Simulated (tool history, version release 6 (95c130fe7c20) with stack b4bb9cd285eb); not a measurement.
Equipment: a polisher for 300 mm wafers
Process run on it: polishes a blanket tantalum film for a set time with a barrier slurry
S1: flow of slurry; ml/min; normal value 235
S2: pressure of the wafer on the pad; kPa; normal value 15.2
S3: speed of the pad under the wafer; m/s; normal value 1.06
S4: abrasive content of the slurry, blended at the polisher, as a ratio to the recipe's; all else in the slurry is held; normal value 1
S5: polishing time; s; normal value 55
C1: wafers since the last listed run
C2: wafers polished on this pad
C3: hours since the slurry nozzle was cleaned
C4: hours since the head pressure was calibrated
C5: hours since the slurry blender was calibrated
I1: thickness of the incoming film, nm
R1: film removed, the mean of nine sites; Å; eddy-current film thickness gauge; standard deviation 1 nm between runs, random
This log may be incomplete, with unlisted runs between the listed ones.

| run | hour | S1 | S2 | S3 | S4 | S5 | C1 | C2 | C3 | C4 | C5 | I1 | R1 |
|---|---|---|---|---|---|---|---|---|---|---|---|---|---|
| 1 | 0 | 235 | 15.2 | 1.06 | 1.1 | 55 | 0 | 1364 | 395.1 | 118.4 | 98.8 | 415.5 | 1023 |
| 2 | 24.7 | 235 | 15.2 | 1.06 | 1 | 61 | 155 | 1519 | 419.8 | 143.1 | 123.5 | 419.7 | 1075 |
|  | 62.3 | slurry nozzle cleaned |
| 3 | 70.1 | 235 | 15.2 | 1.06 | 1 | 61 | 278 | 1798 | 7.8 | 188.5 | 168.9 | 411 | 1082 |
| 4 | 136.6 | 235 | 15.2 | 1.06 | 1 | 55 | 417 | 2215 | 74.3 | 255 | 235.4 | 416.8 | 958 |
| 5 | 204.1 | 235 | 12.4 | 0.86 | 1 | 55 | 423 | 2639 | 141.8 | 322.5 | 302.9 | 417.2 | 645 |
|  | 257 | worn pad replaced by a new one |
| 6 | 257.5 | 235 | 15.2 | 1.06 | 1 | 55 | 310 | 3 | 195.2 | 375.9 | 356.3 | 412.7 | 920 |
| 7 | 312.8 | 235 | 15.2 | 1.28 | 1.1 | 55 | 347 | 350 | 250.5 | 431.2 | 411.6 | 420.2 | 1070 |
|  | 347.1 | slurry blender recalibrated |
| 8 | 365.3 | 235 | 19.3 | 1.4 | 0.85 | 55 | 317 | 667 | 303 | 483.7 | 18.2 | 412.4 | 1432 |
| 9 | 401.3 | 235 | 20.7 | 1.36 | 1 | 55 | 226 | 893 | 339 | 519.7 | 54.2 | 422 | 1650 |
| 10 | 448.4 | 235 | 15.2 | 1.06 | 1 | 55 | 295 | 1189 | 386.1 | 566.8 | 101.3 | 420.4 | 964 |
| 11 | 504 | 280 | 15.2 | 1.06 | 1 | 55 | 349 | 1538 | 441.7 | 622.4 | 156.9 | 416 | 976 |
|  | 531.3 | head pressure recalibrated |
|  | 531.6 | slurry nozzle cleaned |
| 12 | 552.6 | 195 | 15.2 | 1.2 | 1 | 55 | 290 | 1828 | 21 | 21.3 | 205.5 | 421.8 | 1028 |
| 13 | 594 | 235 | 15.2 | 1.2 | 1 | 55 | 259 | 2088 | 62.4 | 62.7 | 246.9 | 425.8 | 1025 |
| 14 | 622.6 | 235 | 15.2 | 1.06 | 1 | 55 | 179 | 2268 | 91 | 91.3 | 275.5 | 424.6 | 931 |
| 15 | 650.3 | 235 | 19.3 | 1.4 | 0.85 | 55 | 173 | 2442 | 118.7 | 119 | 303.2 | 420.3 | 1338 |
| 16 | 684.3 | 235 | 15.2 | 1.06 | 1 | 55 | 213 | 2655 | 152.7 | 153 | 337.2 | 412 | 890 |
|  | 741.9 | worn pad replaced by a new one |
| 17 | 742.4 | 235 | 19.3 | 1.4 | 0.85 | 55 | 339 | 3 | 210.8 | 211.1 | 395.3 | 418.9 | 1250 |
|  | 776.8 | slurry blender recalibrated |
| 18 | 810.8 | 280 | 11.7 | 1.06 | 0.75 | 55 | 416 | 419 | 279.2 | 279.5 | 34 | 418.8 | 638 |
| 19 | 842.2 | 165 | 12.4 | 1.4 | 1.15 | 55 | 197 | 617 | 310.6 | 310.9 | 65.4 | 422.6 | 986 |
| 20 | 869.2 | 235 | 15.2 | 1.06 | 1 | 55 | 169 | 786 | 337.6 | 337.9 | 92.4 | 424.7 | 989 |
| 21 | 915.9 | 235 | 15.2 | 0.76 | 0.7 | 73 | 293 | 1079 | 384.3 | 384.6 | 139.1 | 419.1 | 788 |
| 22 | 942.2 | 235 | 15.2 | 1.06 | 1.1 | 55 | 165 | 1244 | 410.6 | 410.9 | 165.4 | 420.7 | 1016 |
| 23 | 982.5 | 235 | 15.2 | 1.06 | 1 | 55 | 253 | 1497 | 450.9 | 451.2 | 205.7 | 419.5 | 934 |
| 24 | 1009.5 | 235 | 15.2 | 1.06 | 0.75 | 66 | 169 | 1667 | 477.9 | 478.2 | 232.7 | 415.6 | 935 |
|  | 1066.1 | slurry nozzle cleaned |
| 25 | 1066.9 | 235 | 10.3 | 0.94 | 1 | 43 | 354 | 2021 | 0.8 | 535.6 | 290.1 | 414.9 | 445 |
| 26 | 1096 | 235 | 15.2 | 1.06 | 1 | 38 | 182 | 2204 | 29.9 | 564.7 | 319.2 | 419.3 | 628 |
| 27 | 1148 | 235 | 15.2 | 1.06 | 1 | 68 | 326 | 2530 | 81.9 | 616.7 | 371.2 | 419.2 | 1085 |
|  | 1168.5 | slurry blender recalibrated |
|  | 1172 | head pressure recalibrated |
| 28 | 1203.6 | 305 | 17.9 | 1.26 | 1.3 | 55 | 323 | 2854 | 137.5 | 31.6 | 35.1 | 419.5 | 1499 |
|  | 1225.8 | worn pad replaced by a new one |
| 29 | 1260.1 | 295 | 19.3 | 0.7 | 1 | 68 | 329 | 215 | 194 | 88.1 | 91.6 | 416.4 | 1146 |

Below are 5 alternative next runs, each starting from the tool's condition after run 29. Predict each:
| A | 1260.5 | 235 | 15.2 | 1.06 | 1 | 55 | 2 | 218 | 194.4 | 88.5 | 92 | 420.7 | ? |
| B | 1260.5 | 235 | 12.4 | 1.06 | 1.1 | 55 | 2 | 218 | 194.4 | 88.5 | 92 | 420.7 | ? |
| C | 1260.5 | 235 | 10.3 | 1.06 | 1 | 48 | 2 | 218 | 194.4 | 88.5 | 92 | 420.7 | ? |
| D | 1260.5 | 235 | 15.2 | 0.8 | 1.2 | 64 | 2 | 218 | 194.4 | 88.5 | 92 | 420.7 | ? |
| E | 1260.5 | 235 | 13.8 | 0.88 | 1 | 55 | 2 | 218 | 194.4 | 88.5 | 92 | 420.7 | ? |

| run | R1 |
|---|---|
| A | 972 |
| B | 828 |
| C | 578 |
| D | 984 |
| E | 767 |
Had the tool no hidden state, the same runs would have come out as:
| run | R1 |
|---|---|
| A | 982 |
| B | 836 |
| C | 584 |
| D | 993 |
| E | 775 |

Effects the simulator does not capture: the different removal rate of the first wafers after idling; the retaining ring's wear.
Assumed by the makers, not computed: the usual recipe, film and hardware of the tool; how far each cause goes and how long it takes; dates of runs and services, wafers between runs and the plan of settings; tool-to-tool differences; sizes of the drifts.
